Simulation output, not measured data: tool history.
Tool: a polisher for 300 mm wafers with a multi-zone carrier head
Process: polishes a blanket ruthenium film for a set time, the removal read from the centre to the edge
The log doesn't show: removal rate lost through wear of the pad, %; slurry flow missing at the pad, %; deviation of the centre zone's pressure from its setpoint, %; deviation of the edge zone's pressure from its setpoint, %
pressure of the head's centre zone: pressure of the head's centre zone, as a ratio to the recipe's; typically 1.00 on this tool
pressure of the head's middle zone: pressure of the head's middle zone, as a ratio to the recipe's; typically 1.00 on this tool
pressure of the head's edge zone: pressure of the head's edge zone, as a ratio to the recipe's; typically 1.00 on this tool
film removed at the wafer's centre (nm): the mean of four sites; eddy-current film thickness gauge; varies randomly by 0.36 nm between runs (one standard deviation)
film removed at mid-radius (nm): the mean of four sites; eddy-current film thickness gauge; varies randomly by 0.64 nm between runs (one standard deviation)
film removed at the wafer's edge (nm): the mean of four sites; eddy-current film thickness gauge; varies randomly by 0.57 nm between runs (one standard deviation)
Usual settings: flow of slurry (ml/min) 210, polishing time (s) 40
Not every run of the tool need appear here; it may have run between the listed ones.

run	hour	flow of slurry (ml/min)	pressure of the head's centre zone	pressure of the head's middle zone	pressure of the head's edge zone	polishing time (s)	wafers since the last listed run	wafers polished on this pad	hours since the slurry nozzle was cleaned	hours since the centre zone pressure was calibrated	hours since the edge zone pressure was calibrated	hours since the carrier head's membrane was replaced	incoming thickness of the incoming film, nm	film removed at the wafer's centre (nm)	film removed at mid-radius (nm)	film removed at the wafer's edge (nm)
1	0.0	210	1.00	1.00	1.00	40	0	28	719.2	849.4	692.7	895.0	281.1	55.7	57.9	54.3
2	44.2	210	1.00	1.00	1.00	40	597	625	763.4	893.6	736.9	939.2	283.6	54.8	56.5	54.2
3	54.0	210	1.00	1.00	1.00	40	132	758	773.2	903.4	746.7	949.0	276.6	54.8	55.5	54.1
4	66.3	210	1.00	1.00	1.00	40	166	924	785.5	915.7	759.0	961.3	276.2	53.9	55.7	52.8
# hour 74.2: worn pad replaced by a new one
5	80.2	210	1.00	1.00	1.00	40	133	81	799.4	929.6	772.9	975.2	285.0	55.5	56.7	54.2
# hour 92.8: carrier head's membrane replaced by a new one, of another model than before
6	96.9	210	1.00	1.00	1.00	40	158	239	816.1	946.3	789.6	4.1	283.4	55.0	56.7	53.7
# hour 109.6: edge zone pressure recalibrated
7	113.4	210	1.00	1.00	0.92	40	195	435	832.6	962.8	3.8	20.6	276.9	54.4	55.2	50.6
# hour 121.6: slurry nozzle cleaned
# hour 125.2: centre zone pressure recalibrated
8	130.4	210	1.07	1.00	1.00	40	189	624	8.8	5.2	20.8	37.6	282.0	60.7	55.0	52.7
9	137.1	210	1.00	1.00	1.00	40	90	715	15.5	11.9	27.5	44.3	281.6	53.6	55.1	52.5
10	152.1	240	1.10	1.00	1.00	40	202	917	30.5	26.9	42.5	59.3	275.5	63.5	55.1	51.8
# hour 160.5: worn pad replaced by a new one
11	166.0	210	1.00	1.00	0.92	40	133	73	44.4	40.8	56.4	73.2	276.4	55.3	57.7	51.1
12	173.8	210	1.04	1.00	1.07	40	105	179	52.2	48.6	64.2	81.0	280.7	59.8	57.4	56.8
13	185.4	210	1.00	1.00	1.00	40	156	336	63.8	60.2	75.8	92.6	276.9	54.9	57.5	54.0
14	193.6	160	1.00	0.94	1.00	35	110	446	72.0	68.4	84.0	100.8	282.3	46.5	45.8	46.0

Run 15 comes next. What will it give?
15	204.7	210	1.00	1.07	1.00	53	150	596	83.1	79.5	95.1	111.9	283.2	?	?	?

Run 15 came out at film removed at the wafer's centre (nm) 72.4, film removed at mid-radius (nm) 77.2, film removed at the wafer's edge (nm) 71.4.
Were there no unlogged condition in the tool, this run, its random variation unchanged, would have produced film removed at the wafer's centre (nm) 73.5, film removed at mid-radius (nm) 78.4, film removed at the wafer's edge (nm) 72.5.

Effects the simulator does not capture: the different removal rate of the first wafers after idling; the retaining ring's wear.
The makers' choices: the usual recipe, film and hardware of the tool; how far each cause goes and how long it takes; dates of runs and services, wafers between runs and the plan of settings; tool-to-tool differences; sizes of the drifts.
